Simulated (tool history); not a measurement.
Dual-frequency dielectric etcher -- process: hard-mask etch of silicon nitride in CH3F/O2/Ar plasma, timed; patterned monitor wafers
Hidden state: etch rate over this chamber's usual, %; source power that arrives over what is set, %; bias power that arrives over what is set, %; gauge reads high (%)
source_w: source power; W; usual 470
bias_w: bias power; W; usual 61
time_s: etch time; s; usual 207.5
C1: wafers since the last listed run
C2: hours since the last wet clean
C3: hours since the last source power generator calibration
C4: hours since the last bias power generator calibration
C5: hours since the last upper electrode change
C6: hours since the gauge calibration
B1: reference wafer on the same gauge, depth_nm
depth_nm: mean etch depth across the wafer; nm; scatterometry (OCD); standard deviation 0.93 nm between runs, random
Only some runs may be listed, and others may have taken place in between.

run 1 hour=0 | source_w=470 bias_w=61 time_s=207.5 | C1=0 C2=403.4 C3=3714.9 C4=4267.8 C5=1756.4 C6=182.6 | B1=183.2 | depth_nm=164
-- hour=23.5 wet clean of the chamber
run 2 hour=55.1 | source_w=470 bias_w=61 time_s=207.5 | C1=247 C2=31.6 C3=3770 C4=4322.9 C5=1811.5 C6=237.7 | B1=183.1 | depth_nm=157.2
run 3 hour=117.9 | source_w=470 bias_w=61 time_s=207.5 | C1=492 C2=94.4 C3=3832.8 C4=4385.7 C5=1874.3 C6=300.5 | B1=183 | depth_nm=158.3
run 4 hour=152.1 | source_w=470 bias_w=53 time_s=186 | C1=268 C2=128.6 C3=3867 C4=4419.9 C5=1908.5 C6=334.7 | B1=183 | depth_nm=137.9
run 5 hour=177 | source_w=470 bias_w=72 time_s=207.5 | C1=195 C2=153.5 C3=3891.9 C4=4444.8 C5=1933.4 C6=359.6 | B1=182.8 | depth_nm=165.3
run 6 hour=225.7 | source_w=470 bias_w=72 time_s=207.5 | C1=382 C2=202.2 C3=3940.6 C4=4493.5 C5=1982.1 C6=408.3 | B1=183.1 | depth_nm=166.3
run 7 hour=273.4 | source_w=400 bias_w=61 time_s=207.5 | C1=374 C2=249.9 C3=3988.3 C4=4541.2 C5=2029.8 C6=456 | B1=183.1 | depth_nm=154.3
run 8 hour=335.6 | source_w=400 bias_w=61 time_s=207.5 | C1=487 C2=312.1 C3=4050.5 C4=4603.4 C5=2092 C6=518.2 | B1=183 | depth_nm=154.6
run 9 hour=366.8 | source_w=470 bias_w=61 time_s=207.5 | C1=244 C2=343.3 C3=4081.7 C4=4634.6 C5=2123.2 C6=549.4 | B1=183.1 | depth_nm=163.3
-- hour=391.8 wet clean of the chamber
run 10 hour=432.6 | source_w=470 bias_w=61 time_s=207.5 | C1=327 C2=40.8 C3=4147.5 C4=4700.4 C5=2189 C6=615.2 | B1=183.1 | depth_nm=158.8
-- hour=450.6 bias power generator calibrated
run 11 hour=522.7 | source_w=470 bias_w=61 time_s=207.5 | C1=675 C2=130.9 C3=4237.6 C4=72.1 C5=2279.1 C6=705.3 | B1=183.1 | depth_nm=158.9
run 12 hour=582.8 | source_w=510 bias_w=61 time_s=207.5 | C1=471 C2=191 C3=4297.7 C4=132.2 C5=2339.2 C6=765.4 | B1=183 | depth_nm=164.1
run 13 hour=613 | source_w=510 bias_w=61 time_s=207.5 | C1=236 C2=221.2 C3=4327.9 C4=162.4 C5=2369.4 C6=795.6 | B1=183 | depth_nm=164.5
run 14 hour=653.3 | source_w=510 bias_w=61 time_s=207.5 | C1=316 C2=261.5 C3=4368.2 C4=202.7 C5=2409.7 C6=835.9 | B1=182.9 | depth_nm=164.4
-- hour=670.8 gauge calibrated
run 15 hour=702.7 | source_w=570 bias_w=65 time_s=170.5 | C1=387 C2=310.9 C3=4417.6 C4=252.1 C5=2459.1 C6=31.9 | B1=182.9 | depth_nm=143.8
run 16 hour=730.5 | source_w=470 bias_w=61 time_s=207.5 | C1=218 C2=338.7 C3=4445.4 C4=279.9 C5=2486.9 C6=59.7 | B1=183.2 | depth_nm=164.4
-- hour=794.7 wet clean of the chamber
run 17 hour=795.2 | source_w=410 bias_w=49 time_s=183 | C1=319 C2=0.5 C3=4510.1 C4=344.6 C5=2551.6 C6=124.4 | B1=183.3 | depth_nm=125.5
run 18 hour=819.5 | source_w=570 bias_w=65 time_s=170.5 | C1=190 C2=24.8 C3=4534.4 C4=368.9 C5=2575.9 C6=148.7 | B1=183 | depth_nm=136.6
-- hour=825.3 source power generator calibrated
run 19 hour=845.5 | source_w=470 bias_w=61 time_s=207.5 | C1=172 C2=50.8 C3=20.2 C4=394.9 C5=2601.9 C6=174.7 | B1=183.1 | depth_nm=154.4
run 20 hour=914.7 | source_w=580 bias_w=73 time_s=225 | C1=542 C2=120 C3=89.4 C4=464.1 C5=2671.1 C6=243.9 | B1=183.1 | depth_nm=190.2
run 21 hour=976.7 | source_w=350 bias_w=61 time_s=207.5 | C1=486 C2=182 C3=151.4 C4=526.1 C5=2733.1 C6=305.9 | B1=182.8 | depth_nm=146.7
run 22 hour=1020.7 | source_w=470 bias_w=68 time_s=207.5 | C1=345 C2=226 C3=195.4 C4=570.1 C5=2777.1 C6=349.9 | B1=183.1 | depth_nm=163.6
-- hour=1073 upper electrode replaced
run 23 hour=1073.5 | source_w=580 bias_w=67 time_s=155 | C1=225 C2=278.8 C3=248.2 C4=622.9 C5=0.5 C6=402.7 | B1=183 | depth_nm=130.5
run 24 hour=1102.7 | source_w=470 bias_w=61 time_s=152.5 | C1=229 C2=308 C3=277.4 C4=652.1 C5=29.7 C6=431.9 | B1=183.1 | depth_nm=117.9
-- hour=1156.2 wet clean of the chamber
run 25 hour=1156.7 | source_w=520 bias_w=65 time_s=261.5 | C1=235 C2=0.5 C3=331.4 C4=706.1 C5=83.7 C6=485.9 | B1=183.3 | depth_nm=204
run 26 hour=1203.2 | source_w=400 bias_w=73 time_s=175.5 | C1=364 C2=47 C3=377.9 C4=752.6 C5=130.2 C6=532.4 | B1=183.1 | depth_nm=131
run 27 hour=1246.1 | source_w=470 bias_w=68 time_s=157.5 | C1=336 C2=89.9 C3=420.8 C4=795.5 C5=173.1 C6=575.3 | B1=183 | depth_nm=120.9
run 28 hour=1310.1 | source_w=470 bias_w=61 time_s=149 | C1=502 C2=153.9 C3=484.8 C4=859.5 C5=237.1 C6=639.3 | B1=183.4 | depth_nm=114.4
run 29 hour=1349 | source_w=510 bias_w=72 time_s=250.5 | C1=305 C2=192.8 C3=523.7 C4=898.4 C5=276 C6=678.2 | B1=183.2 | depth_nm=206.1

For some of the steps in depth_nm from one run to the next: how much would appear even if the tool had no hidden state, given the settings, what came in and random variation, and how much remains for the hidden state plus any gauge scatter that the measured result and the result without hidden state don't share?
Run 1 -> 2: wet clean of the chamber. depth_nm -6.8 nm: hidden state -7.5, all else +0.7.
Run 16 -> 17: source_w 470 -> 410, bias_w 61 -> 49, time_s 207.5 -> 183, wet clean of the chamber. depth_nm -38.9 nm: hidden state -8, all else -30.9.
Run 24 -> 25: source_w 470 -> 520, bias_w 61 -> 65, time_s 152.5 -> 261.5, wet clean of the chamber. depth_nm +86.1 nm: hidden state -4.6, all else +90.7.
Run 28 -> 29: source_w 470 -> 510, bias_w 61 -> 72, time_s 149 -> 250.5. depth_nm +91.7 nm: hidden state +2.8, all else +88.9.
